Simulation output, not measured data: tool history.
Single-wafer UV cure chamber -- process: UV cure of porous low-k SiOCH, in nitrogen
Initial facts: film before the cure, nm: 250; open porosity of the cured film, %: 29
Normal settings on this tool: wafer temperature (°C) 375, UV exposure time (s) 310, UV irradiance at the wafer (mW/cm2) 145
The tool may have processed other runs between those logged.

run   hour  wafer temperature (°C)  UV exposure time (s)  UV irradiance at the wafer (mW/cm2)  wafers since the last listed run  hours since the UV bulbs were replaced  wafers since the quartz window was cleaned  loss of film thickness in the cure (%)
  1    0.0                     370                   310                                  145                                 0                                  1816.9                                        1435                                  15.302
      22.1  -- quartz window cleaned
  2   22.6                     370                   310                                  145                                61                                  1839.5                                           2                                  16.880
  3   29.2                     375                   310                                  170                                27                                  1846.1                                          30                                  17.581
  4   43.0                     375                   265                                  127                                58                                  1859.9                                          88                                  14.969
  5   62.2                     375                   310                                  145                                80                                  1879.1                                         169                                  16.134
  6   94.2                     375                   310                                  145                               134                                  1911.1                                         304                                  16.002
  7  110.0                     375                   310                                  145                                66                                  1926.9                                         370                                  16.076
  8  130.8                     375                   310                                  145                                87                                  1947.7                                         458                                  15.843
  9  154.1                     375                   310                                  145                                98                                  1971.0                                         556                                  15.871
 10  178.9                     368                   310                                  159                               104                                  1995.8                                         661                                  16.301
 11  194.9                     375                   310                                  145                                67                                  2011.8                                         729                                  15.996
 12  213.4                     375                   310                                  145                                78                                  2030.3                                         807                                  16.162
 13  246.6                     375                   310                                  145                               140                                  2063.5                                         947                                  15.328
 14  274.0                     359                   185                                  182                               115                                  2090.9                                        1062                                  13.847
 15  287.6                     382                   310                                  184                                57                                  2104.5                                        1120                                  17.183
 16  309.9                     360                   365                                  111                                94                                  2126.8                                        1214                                  14.892
     327.9  -- UV bulbs replaced
 17  328.6                     375                   310                                  145                                45                                     0.7                                        1259                                  15.144
     355.6  -- quartz window cleaned
 18  361.2                     380                   310                                  145                               103                                    33.3                                          23                                  16.820
 19  373.7                     375                   225                                  121                                52                                    45.8                                          76                                  14.162
 20  391.9                     392                   470                                  167                                76                                    64.0                                         152                                  19.415
 21  422.0                     391                   310                                  145                               126                                    94.1                                         279                                  15.886
 22  457.8                     375                   310                                  145                               151                                   129.9                                         430                                  16.104
 23  483.0                     375                   190                                  156                               106                                   155.1                                         537                                  13.784
 24  516.8                     375                   310                                  145                               142                                   188.9                                         679                                  15.636
 25  533.3                     355                   395                                  145                                69                                   205.4                                         749                                  16.413
 26  555.5                     375                   480                                  172                                93                                   227.6                                         843                                  18.743
 27  622.4                     375                   310                                  145                               282                                   294.5                                        1125                                  15.478

Across each entry between runs, compare the hidden state at the last listed run before it with the hidden state at the first listed run after it:
Run 1 -> run 2: quartz window cleaned (hour 22.1)
  transmission lost against a clean window, %: 20.4 -> 1.1
  measured value less the no-hidden-state value, loss of film thickness in the cure (%): -1.164 -> -0.058
Run 16 -> run 17: UV bulbs replaced (hour 327.9)
  transmission lost against a clean window, %: 20.4 -> 20.7
  measured value less the no-hidden-state value, loss of film thickness in the cure (%): -1.186 -> -1.167
Run 17 -> run 18: quartz window cleaned (hour 355.6)
  transmission lost against a clean window, %: 20.7 -> 4.62
  measured value less the no-hidden-state value, loss of film thickness in the cure (%): -1.167 -> -0.249
